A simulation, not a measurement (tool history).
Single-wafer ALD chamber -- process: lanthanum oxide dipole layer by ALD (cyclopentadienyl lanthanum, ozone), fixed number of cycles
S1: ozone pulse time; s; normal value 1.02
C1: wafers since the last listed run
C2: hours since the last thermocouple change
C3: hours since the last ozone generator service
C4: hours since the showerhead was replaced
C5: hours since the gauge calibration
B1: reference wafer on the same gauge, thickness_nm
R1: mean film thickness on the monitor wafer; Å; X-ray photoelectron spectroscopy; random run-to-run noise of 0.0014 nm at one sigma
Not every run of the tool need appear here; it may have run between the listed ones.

| run | day | S1 | C1 | C2 | C3 | C4 | C5 | B1 | R1 |
|---|---|---|---|---|---|---|---|---|---|
| 1 | 0 | 1.02 | 0 | 1007.2 | 48.5 | 6339.2 | 254.9 | 0.457 | 5.49 |
| 2 | 2.575 | 1.02 | 1092 | 1069 | 110.3 | 6401 | 316.7 | 0.457 | 5.48 |
| 3 | 5.417 | 1.29 | 1206 | 1137.2 | 178.5 | 6469.2 | 384.9 | 0.457 | 5.63 |
| 4 | 8.108 | 1.02 | 1142 | 1201.8 | 243.1 | 6533.8 | 449.5 | 0.457 | 5.44 |
| 5 | 11.238 | 1.02 | 1328 | 1276.9 | 318.2 | 6608.9 | 524.6 | 0.457 | 5.44 |
| 6 | 14.954 | 1.02 | 1577 | 1366.1 | 407.4 | 6698.1 | 613.8 | 0.457 | 5.42 |
|  | 16.579 | thermocouple changed; heater temperature recalibrated |
| 7 | 17.112 | 1.02 | 774 | 12.8 | 459.2 | 6749.9 | 665.6 | 0.457 | 5.45 |
|  | 17.917 | ozone generator serviced |
| 8 | 19.017 | 1.02 | 666 | 58.5 | 26.4 | 6795.6 | 711.3 | 0.458 | 5.5 |
| 9 | 22.55 | 0.78 | 1499 | 143.3 | 111.2 | 6880.4 | 796.1 | 0.457 | 5.25 |
|  | 26.104 | showerhead replaced |
| 10 | 26.129 | 0.78 | 1377 | 229.2 | 197.1 | 0.6 | 882 | 0.457 | 5.22 |
| 11 | 30.342 | 0.78 | 1787 | 330.3 | 298.2 | 101.7 | 983.1 | 0.457 | 5.22 |
| 12 | 32.033 | 1.02 | 717 | 370.9 | 338.8 | 142.3 | 1023.7 | 0.457 | 5.45 |
|  | 32.758 | gauge calibrated |
| 13 | 34.879 | 0.9 | 1207 | 439.2 | 407.1 | 210.6 | 50.9 | 0.457 | 5.32 |
| 14 | 38.617 | 0.75 | 1586 | 528.9 | 496.8 | 300.3 | 140.6 | 0.457 | 5.12 |
| 15 | 40.683 | 0.81 | 877 | 578.5 | 546.4 | 349.9 | 190.2 | 0.457 | 5.22 |
|  | 43.062 | ozone generator serviced |
| 16 | 44.983 | 0.62 | 1683 | 681.7 | 46.1 | 453.1 | 293.4 | 0.458 | 5.06 |
| 17 | 49.35 | 1.02 | 1853 | 786.5 | 150.9 | 557.9 | 398.2 | 0.457 | 5.49 |
| 18 | 51.346 | 1.15 | 847 | 834.4 | 198.8 | 605.8 | 446.1 | 0.457 | 5.57 |
| 19 | 52.942 | 0.65 | 677 | 872.7 | 237.1 | 644.1 | 484.4 | 0.457 | 5.06 |
| 20 | 55.1 | 0.87 | 916 | 924.5 | 288.9 | 695.9 | 536.2 | 0.457 | 5.31 |

Forecast each of these 3 alternatives for the next run:
| A | 55.117 | 1.02 | 7 | 924.9 | 289.3 | 696.3 | 536.6 | ? | ? |
| B | 55.117 | 1.16 | 7 | 924.9 | 289.3 | 696.3 | 536.6 | ? | ? |
| C | 55.117 | 0.71 | 7 | 924.9 | 289.3 | 696.3 | 536.6 | ? | ? |

| run | B1 | R1 |
|---|---|---|
| A | 0.457 | 5.44 |
| B | 0.457 | 5.56 |
| C | 0.457 | 5.11 |
What these runs would have given with no unlogged condition in the tool:
| run | R1 |
|---|---|
| A | 5.52 |
| B | 5.63 |
| C | 5.21 |
